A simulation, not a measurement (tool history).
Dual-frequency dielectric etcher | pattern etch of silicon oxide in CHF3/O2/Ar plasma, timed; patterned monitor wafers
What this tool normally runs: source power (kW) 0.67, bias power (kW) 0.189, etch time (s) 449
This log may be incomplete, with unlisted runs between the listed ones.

run,hour,source power (kW),bias power (kW),etch time (s),wafers since the last listed run,hours since the last wet clean,hours since the last source power generator calibration,hours since the last bias power generator calibration,hours since the last upper electrode change,hours since the gauge calibration,"read-back reference wafer on the same gauge, depth_nm",mean etch depth across the wafer (nm)
1,0,0.67,0.189,449,0,165.3,3732.5,4651.5,1695.5,548.7,1070.3,1012.9
2,31.6,0.78,0.189,449,128,196.9,3764.1,4683.1,1727.1,580.3,1070.6,1037.3
3,58.5,0.78,0.189,449,109,223.8,3791,4710,1754,607.2,1070.4,1036.7
4,71.4,0.67,0.189,554,52,236.7,3803.9,4722.9,1766.9,620.1,1068.7,1238.6
5,98.6,0.67,0.189,449,110,263.9,3831.1,4750.1,1794.1,647.3,1070.9,983.1
# hour 104: source power generator calibrated
6,125.8,0.67,0.189,449,94,291.1,21.8,4777.3,1821.3,674.5,1068.9,992.4
7,150.2,0.67,0.189,449,99,315.5,46.2,4801.7,1845.7,698.9,1067.6,996.3
8,173.7,0.67,0.199,449,95,339,69.7,4825.2,1869.2,722.4,1068,1026.9
# hour 182.1: bias power generator calibrated
9,197.4,0.53,0.171,449,80,362.7,93.4,15.3,1892.9,746.1,1069.1,907
# hour 262.1: gauge calibrated
10,269.3,0.67,0.189,449,293,434.6,165.3,87.2,1964.8,7.2,1069.1,981.4
11,305.2,0.56,0.219,520,146,470.5,201.2,123.1,2000.7,43.1,1070,1163.2
12,326.6,0.78,0.208,449,87,491.9,222.6,144.5,2022.1,64.5,1070.7,1060.1
13,361.6,0.79,0.143,533,142,526.9,257.6,179.5,2057.1,99.5,1069.1,1058.8
14,396,0.67,0.209,449,140,561.3,292,213.9,2091.5,133.9,1071.8,1019.7
15,425.5,0.79,0.148,393.5,120,590.8,321.5,243.4,2121,163.4,1070.7,787.5
# hour 454.1: upper electrode replaced, of another model than before
16,517.1,0.67,0.189,449,275,682.4,413.1,335,63,255,1070.9,970.1
17,547.8,0.78,0.189,449,125,713.1,443.8,365.7,93.7,285.7,1070.7,988.7
# hour 577.7: wet clean of the chamber
18,593.2,0.67,0.189,449,87,15.5,489.2,411.1,139.1,331.1,1070.6,1019
19,614.6,0.67,0.189,449,87,36.9,510.6,432.5,160.5,352.5,1069.2,1014.1
20,628.5,0.73,0.156,405.5,56,50.8,524.5,446.4,174.4,366.4,1070.7,875.4
21,641.1,0.67,0.189,449,51,63.4,537.1,459,187,379,1070.2,1010.5
22,653.2,0.59,0.204,333,49,75.5,549.2,471.1,199.1,391.1,1071.7,758.6
23,686.1,0.67,0.203,449,134,108.4,582.1,504,232,424,1071.9,1036.8
24,705,0.83,0.215,325,77,127.3,601,522.9,250.9,442.9,1071.5,784.5
25,725,0.54,0.145,520,81,147.3,621,542.9,270.9,462.9,1068.5,1042.3
26,756.6,0.83,0.165,324.5,128,178.9,652.6,574.5,302.5,494.5,1070,717.1
27,783.1,0.53,0.205,367.5,108,205.4,679.1,601,329,521,1068.3,813.1
28,808.3,0.67,0.189,449,102,230.6,704.3,626.2,354.2,546.2,1071.5,999
29,833.2,0.67,0.189,449,101,255.5,729.2,651.1,379.1,571.1,1069.2,1000.4
30,868.5,0.78,0.23,449,144,290.8,764.5,686.4,414.4,606.4,1070.2,1096
31,880.8,0.53,0.152,386,50,303.1,776.8,698.7,426.7,618.7,1071.9,771.2

Exercise: give the hidden state of the tool at every run:
source power that arrives over what is set, %: 0 at every run
bias power that arrives over what is set, %: 0 at every run
gauge reads high (%): 0 at every run
H1: etch rate over this chamber's usual, %
run,H1
1,-0.799
2,-1.06
3,-1.28
4,-1.38
5,-1.6
6,-1.83
7,-2.03
8,-2.22
9,-2.41
10,-3
11,-3.29
12,-3.47
13,-3.75
14,-4.03
15,-4.27
16,-5.02
17,-5.27
18,0.461
19,0.286
20,0.173
21,0.0698
22,-0.0291
23,-0.298
24,-0.452
25,-0.616
26,-0.874
27,-1.09
28,-1.3
29,-1.5
30,-1.79
31,-1.89
